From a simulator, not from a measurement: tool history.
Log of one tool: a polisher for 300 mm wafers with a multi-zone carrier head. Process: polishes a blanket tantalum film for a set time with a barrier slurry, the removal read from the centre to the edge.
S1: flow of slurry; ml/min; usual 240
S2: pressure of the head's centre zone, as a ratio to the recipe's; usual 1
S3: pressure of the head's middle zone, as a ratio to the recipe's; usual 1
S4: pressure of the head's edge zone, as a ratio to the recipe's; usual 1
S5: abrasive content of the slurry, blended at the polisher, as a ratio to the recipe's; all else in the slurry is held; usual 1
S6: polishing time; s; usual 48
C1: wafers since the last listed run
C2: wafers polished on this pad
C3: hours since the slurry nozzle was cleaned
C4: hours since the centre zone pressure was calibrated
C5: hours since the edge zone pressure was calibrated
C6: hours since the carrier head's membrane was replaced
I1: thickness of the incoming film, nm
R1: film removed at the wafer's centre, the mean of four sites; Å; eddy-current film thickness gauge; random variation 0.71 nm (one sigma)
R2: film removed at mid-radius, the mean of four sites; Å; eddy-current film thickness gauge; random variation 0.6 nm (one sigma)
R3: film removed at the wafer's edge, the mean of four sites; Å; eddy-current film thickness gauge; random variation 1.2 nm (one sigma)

{"run": 1, "day": 0.0, "S1": 240, "S2": 1, "S3": 1, "S4": 1, "S5": 1.25, "S6": 35, "C1": 0, "C2": 362, "C3": 296.9, "C4": 394.4, "C5": 42.7, "C6": 646.1, "I1": 476.1, "R1": 628, "R2": 639, "R3": 621}
{"run": 2, "day": 1.883, "S1": 240, "S2": 1, "S3": 1, "S4": 0.95, "S5": 1, "S6": 48, "C1": 351, "C2": 713, "C3": 342.1, "C4": 439.6, "C5": 87.9, "C6": 691.3, "I1": 466.2, "R1": 804, "R2": 805, "R3": 784}
{"run": 3, "day": 5.079, "S1": 220, "S2": 1.04, "S3": 1, "S4": 1, "S5": 1, "S6": 48, "C1": 596, "C2": 1309, "C3": 418.8, "C4": 516.3, "C5": 164.6, "C6": 768, "I1": 468.7, "R1": 810, "R2": 807, "R3": 818}
{"run": 4, "day": 8.758, "S1": 240, "S2": 1, "S3": 1, "S4": 1, "S5": 1, "S6": 48, "C1": 686, "C2": 1995, "C3": 507.1, "C4": 604.6, "C5": 252.9, "C6": 856.3, "I1": 476.8, "R1": 810, "R2": 816, "R3": 797}
{"run": 5, "day": 10.429, "S1": 240, "S2": 1, "S3": 1, "S4": 1, "S5": 1.15, "S6": 48, "C1": 311, "C2": 2307, "C3": 547.2, "C4": 644.7, "C5": 293, "C6": 896.4, "I1": 475.1, "R1": 827, "R2": 855, "R3": 855}
{"run": 6, "day": 12.704, "S1": 180, "S2": 1, "S3": 1.04, "S4": 1, "S5": 1.2, "S6": 48, "C1": 424, "C2": 2731, "C3": 601.8, "C4": 699.3, "C5": 347.6, "C6": 951, "I1": 474.1, "R1": 808, "R2": 854, "R3": 818}
{"run": 7, "day": 15.596, "S1": 240, "S2": 0.96, "S3": 0.89, "S4": 1, "S5": 0.85, "S6": 59, "C1": 539, "C2": 3271, "C3": 671.2, "C4": 768.7, "C5": 417, "C6": 1020.4, "I1": 466.2, "R1": 880, "R2": 861, "R3": 931}
{"day": 17.379, "done": "carrier head's membrane replaced by a new one"}
{"day": 17.683, "done": "slurry nozzle cleaned"}
{"run": 8, "day": 17.704, "S1": 240, "S2": 1, "S3": 1, "S4": 1, "S5": 1, "S6": 48, "C1": 346, "C2": 3618, "C3": 0.5, "C4": 819.3, "C5": 467.6, "C6": 7.8, "I1": 473.7, "R1": 786, "R2": 822, "R3": 785}
{"run": 9, "day": 19.783, "S1": 240, "S2": 1, "S3": 1, "S4": 1, "S5": 1, "S6": 48, "C1": 387, "C2": 4005, "C3": 50.4, "C4": 869.2, "C5": 517.5, "C6": 57.7, "I1": 465.2, "R1": 785, "R2": 821, "R3": 799}
{"day": 22.162, "done": "edge zone pressure recalibrated"}
{"run": 10, "day": 22.317, "S1": 240, "S2": 1, "S3": 1, "S4": 1, "S5": 1, "S6": 60, "C1": 457, "C2": 4462, "C3": 111.2, "C4": 930, "C5": 3.7, "C6": 118.5, "I1": 464.3, "R1": 970, "R2": 1010, "R3": 1017}
{"day": 24.725, "done": "centre zone pressure recalibrated"}
{"run": 11, "day": 26.546, "S1": 265, "S2": 1, "S3": 1, "S4": 1, "S5": 1, "S6": 48, "C1": 773, "C2": 5236, "C3": 212.7, "C4": 43.7, "C5": 105.2, "C6": 220, "I1": 479.8, "R1": 841, "R2": 830, "R3": 827}
{"day": 28.596, "done": "worn pad replaced by a new one"}
{"run": 12, "day": 28.617, "S1": 240, "S2": 1, "S3": 1, "S4": 1, "S5": 1, "S6": 53, "C1": 355, "C2": 3, "C3": 262.4, "C4": 93.4, "C5": 154.9, "C6": 269.7, "I1": 468.1, "R1": 899, "R2": 909, "R3": 886}
{"run": 13, "day": 32.65, "S1": 240, "S2": 1.06, "S3": 1.07, "S4": 1, "S5": 1, "S6": 57, "C1": 752, "C2": 756, "C3": 359.2, "C4": 190.2, "C5": 251.7, "C6": 366.5, "I1": 471.6, "R1": 1042, "R2": 1021, "R3": 959}
{"run": 14, "day": 42.133, "S1": 240, "S2": 1, "S3": 1, "S4": 1, "S5": 1, "S6": 48, "C1": 1768, "C2": 2524, "C3": 586.8, "C4": 417.8, "C5": 479.3, "C6": 594.1, "I1": 473.8, "R1": 809, "R2": 810, "R3": 826}
{"run": 15, "day": 44.492, "S1": 240, "S2": 0.96, "S3": 1, "S4": 1.07, "S5": 1, "S6": 48, "C1": 439, "C2": 2964, "C3": 643.4, "C4": 474.4, "C5": 535.9, "C6": 650.7, "I1": 470.2, "R1": 769, "R2": 817, "R3": 812}
{"day": 46.85, "done": "edge zone pressure recalibrated"}
{"run": 16, "day": 46.908, "S1": 240, "S2": 1.07, "S3": 0.97, "S4": 1, "S5": 1, "S6": 48, "C1": 435, "C2": 3400, "C3": 701.4, "C4": 532.4, "C5": 1.4, "C6": 708.7, "I1": 470.4, "R1": 851, "R2": 802, "R3": 798}
{"day": 51.175, "done": "slurry nozzle cleaned"}
{"run": 17, "day": 51.196, "S1": 240, "S2": 1, "S3": 1.1, "S4": 0.93, "S5": 1, "S6": 48, "C1": 791, "C2": 4192, "C3": 0.5, "C4": 635.3, "C5": 104.3, "C6": 811.6, "I1": 469.5, "R1": 797, "R2": 881, "R3": 797}
{"run": 18, "day": 53.912, "S1": 240, "S2": 1, "S3": 1, "S4": 0.91, "S5": 1, "S6": 60, "C1": 506, "C2": 4698, "C3": 65.7, "C4": 700.5, "C5": 169.5, "C6": 876.8, "I1": 479.7, "R1": 994, "R2": 1011, "R3": 942}
{"day": 56.812, "done": "worn pad replaced by a new one"}
{"run": 19, "day": 58.175, "S1": 240, "S2": 1, "S3": 1, "S4": 1, "S5": 0.75, "S6": 55, "C1": 764, "C2": 253, "C3": 168, "C4": 802.8, "C5": 271.8, "C6": 979.1, "I1": 463.8, "R1": 816, "R2": 829, "R3": 803}
{"day": 60.758, "done": "centre zone pressure recalibrated"}
{"run": 20, "day": 61.542, "S1": 305, "S2": 1, "S3": 1.03, "S4": 0.92, "S5": 1, "S6": 48, "C1": 612, "C2": 866, "C3": 248.8, "C4": 18.8, "C5": 352.6, "C6": 1059.9, "I1": 476.4, "R1": 846, "R2": 853, "R3": 796}

Forecast each of these 5 alternatives for the next run:
{"run": "A", "day": 61.558, "S1": 240, "S2": 1, "S3": 1, "S4": 1, "S5": 1, "S6": 48, "C1": 3, "C2": 869, "C3": 249.2, "C4": 19.2, "C5": 353, "C6": 1060.3, "I1": 472.3, "R1": "?", "R2": "?", "R3": "?"}
{"run": "B", "day": 61.558, "S1": 195, "S2": 1, "S3": 1, "S4": 1.09, "S5": 0.8, "S6": 32, "C1": 3, "C2": 869, "C3": 249.2, "C4": 19.2, "C5": 353, "C6": 1060.3, "I1": 472.3, "R1": "?", "R2": "?", "R3": "?"}
{"run": "C", "day": 61.558, "S1": 240, "S2": 1, "S3": 0.9, "S4": 0.92, "S5": 1, "S6": 48, "C1": 3, "C2": 869, "C3": 249.2, "C4": 19.2, "C5": 353, "C6": 1060.3, "I1": 472.3, "R1": "?", "R2": "?", "R3": "?"}
{"run": "D", "day": 61.558, "S1": 240, "S2": 1, "S3": 1, "S4": 1, "S5": 1.2, "S6": 48, "C1": 3, "C2": 869, "C3": 249.2, "C4": 19.2, "C5": 353, "C6": 1060.3, "I1": 472.3, "R1": "?", "R2": "?", "R3": "?"}
{"run": "E", "day": 61.558, "S1": 240, "S2": 1, "S3": 1, "S4": 1, "S5": 1, "S6": 34, "C1": 3, "C2": 869, "C3": 249.2, "C4": 19.2, "C5": 353, "C6": 1060.3, "I1": 472.3, "R1": "?", "R2": "?", "R3": "?"}

run=A R1=821 R2=802 R3=828
run=B R1=483 R2=473 R3=511
run=C R1=821 R2=744 R3=801
run=D R1=871 R2=851 R3=879
run=E R1=582 R2=568 R3=587
Without the tool's hidden state the same runs would have given:
run=A R1=824 R2=802 R3=828
run=B R1=484 R2=473 R3=511
run=C R1=824 R2=744 R3=801
run=D R1=875 R2=851 R3=879
run=E R1=584 R2=568 R3=587
